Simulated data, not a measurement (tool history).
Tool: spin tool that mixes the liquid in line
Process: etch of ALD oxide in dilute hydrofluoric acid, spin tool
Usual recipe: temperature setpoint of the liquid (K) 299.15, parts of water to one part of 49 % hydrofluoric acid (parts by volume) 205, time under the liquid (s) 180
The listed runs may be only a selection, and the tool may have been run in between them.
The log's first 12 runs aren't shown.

run    hour  temperature setpoint of the liquid (K)  parts of water to one part of 49 % hydrofluoric acid (parts by volume)  time under the liquid (s)  wafers since the last listed run  hours since the thermometer was replaced  hours since the hydrofluoric acid flow meter was replaced  hours since the gauge calibration  read-back film thickness of the ALD oxide reference wafer, read on the same gauge (nm)  thickness taken off the ALD oxide on a monitor wafer (nm)
 13  1010.6                                  299.15                                                                     205                        180                               519                                     317.5                                                      100.6                             2739.7                                                                                     130                                                       29.4
 14  1048.2                                  295.15                                                                     205                        180                               196                                     355.1                                                      138.2                             2777.3                                                                                     130                                                      25.64
 15  1144.8                                  299.15                                                                     180                        115                               503                                     451.7                                                      234.8                             2873.9                                                                                     130                                                      22.24
       1198  -- gauge calibrated
 16  1205.3                                  301.15                                                                     205                        250                               315                                     512.2                                                      295.3                                7.3                                                                                  129.98                                                      43.87
 17  1255.5                                  299.15                                                                     205                        180                               261                                     562.4                                                      345.5                               57.5                                                                                     130                                                      29.88
 18    1294                                  299.15                                                                     175                        180                               200                                     600.9                                                        384                                 96                                                                                     130                                                      36.48
 19  1367.8                                  299.15                                                                     205                        180                               384                                     674.7                                                      457.8                              169.8                                                                                  130.01                                                      29.51
 20  1422.9                                  295.15                                                                     205                        180                               287                                     729.8                                                      512.9                              224.9                                                                                  129.99                                                      26.01
 21  1484.7                                  299.15                                                                     240                        180                               322                                     791.6                                                      574.7                              286.7                                                                                  130.01                                                      24.83
 22  1539.9                                  299.15                                                                     205                        180                               287                                     846.8                                                      629.9                              341.9                                                                                     130                                                      30.06
 23  1591.8                                  299.15                                                                     270                        180                               270                                     898.7                                                      681.8                              393.8                                                                                  130.02                                                      21.32
 24  1652.2                                  296.15                                                                     205                        180                               314                                     959.1                                                      742.2                              454.2                                                                                     130                                                       26.5
 25  1704.1                                  299.15                                                                     205                        180                               270                                      1011                                                      794.1                              506.1                                                                                  130.01                                                      29.76
 26  1744.2                                  299.15                                                                     205                        180                               209                                    1051.1                                                      834.2                              546.2                                                                                  130.02                                                      29.97
 27  1793.8                                  299.15                                                                     235                        180                               258                                    1100.7                                                      883.8                              595.8                                                                                     130                                                      25.65
 28  1870.7                                  299.15                                                                     305                        260                               400                                    1177.6                                                      960.7                              672.7                                                                                  130.01                                                      26.37
 29    1927                                  300.65                                                                     305                        230                               293                                    1233.9                                                       1017                                729                                                                                  129.98                                                      24.52
 30  2051.3                                  303.15                                                                     265                        180                               648                                    1358.2                                                     1141.3                              853.3                                                                                     130                                                      25.04
 31  2144.5                                  295.15                                                                     205                        180                               485                                    1451.4                                                     1234.5                              946.5                                                                                  129.99                                                      26.22
 32  2224.7                                  299.15                                                                     290                        180                               418                                    1531.6                                                     1314.7                             1026.7                                                                                  130.01                                                       19.3
 33  2322.6                                  303.15                                                                     270                        255                               510                                    1629.5                                                     1412.6                             1124.6                                                                                  130.01                                                      35.07
 34  2421.8                                  299.15                                                                     115                        230                               517                                    1728.7                                                     1511.8                             1223.8                                                                                     130                                                      76.29

4 options for the next run, each taken on its own from the tool as it stands now. Forecast them:
  A  2422.3                                  299.15                                                                     295                        180                                 2                                    1729.2                                                     1512.3                             1224.3                                                                                       ?                                                          ?
  B  2422.3                                  296.15                                                                     120                        135                                 2                                    1729.2                                                     1512.3                             1224.3                                                                                       ?                                                          ?
  C  2422.3                                  295.15                                                                     205                        210                                 2                                    1729.2                                                     1512.3                             1224.3                                                                                       ?                                                          ?
  D  2422.3                                  299.15                                                                     275                        180                                 2                                    1729.2                                                     1512.3                             1224.3                                                                                       ?                                                          ?

run  read-back film thickness of the ALD oxide reference wafer, read on the same gauge (nm)  thickness taken off the ALD oxide on a monitor wafer (nm)
  A                                                                                  129.99                                                      19.63
  B                                                                                  129.99                                                      39.03
  C                                                                                  129.99                                                      31.23
  D                                                                                  129.99                                                      21.49
Without the tool's hidden state the same runs would have given:
run  thickness taken off the ALD oxide on a monitor wafer (nm)
  A                                                      18.95
  B                                                      37.84
  C                                                      30.22
  D                                                      20.75
